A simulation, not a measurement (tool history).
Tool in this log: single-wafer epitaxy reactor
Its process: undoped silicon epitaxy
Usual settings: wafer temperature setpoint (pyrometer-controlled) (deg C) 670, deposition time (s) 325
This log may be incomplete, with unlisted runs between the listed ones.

| run | hour | wafer temperature setpoint (pyrometer-controlled) (deg C) | deposition time (s) | read-back reference wafer on the same gauge, thickness_nm | mean film thickness on the monitor wafer (nm) |
|---|---|---|---|---|---|
| 1 | 0.0 | 670 | 309 | 92.602 | 76.896 |
| 2 | 41.4 | 670 | 309 | 92.684 | 77.409 |
| 3 | 106.7 | 670 | 309 | 92.785 | 77.147 |
| 4 | 146.2 | 670 | 348 | 92.731 | 87.398 |
| 5 | 195.4 | 670 | 348 | 92.563 | 87.724 |
| 6 | 300.1 | 670 | 325 | 92.681 | 81.525 |
| 7 | 351.6 | 670 | 325 | 92.635 | 81.588 |
|  | 364.5 | gauge calibrated |
| 8 | 387.9 | 684 | 296 | 92.753 | 98.364 |
| 9 | 449.4 | 678 | 264 | 92.779 | 78.885 |
| 10 | 507.2 | 670 | 325 | 92.678 | 81.958 |
| 11 | 574.9 | 656 | 361 | 92.611 | 67.888 |
| 12 | 631.8 | 663 | 374 | 92.645 | 80.914 |
|  | 649.2 | pyrometer calibrated |
| 13 | 668.3 | 655 | 361 | 92.604 | 63.040 |
| 14 | 699.7 | 670 | 348 | 92.591 | 83.522 |
| 15 | 876.5 | 683 | 358 | 92.753 | 114.455 |

For each run, the measured value with the value that run would have given without the tool's hidden condition subtracted. The run-to-run variation is shared by both, the gauge scatter possibly not:
Unlogged tool condition in this case: wafer temperature above the value expected at the setpoint (K); gauge reads high (%).
| run | mean film thickness on the monitor wafer (nm) |
|---|---|
| 1 | +3.314 |
| 2 | +3.404 |
| 3 | +3.487 |
| 4 | +4.010 |
| 5 | +4.092 |
| 6 | +3.916 |
| 7 | +3.967 |
| 8 | +4.684 |
| 9 | +3.847 |
| 10 | +4.101 |
| 11 | +3.532 |
| 12 | +4.178 |
| 13 | +0.248 |
| 14 | +0.561 |
| 15 | +2.221 |
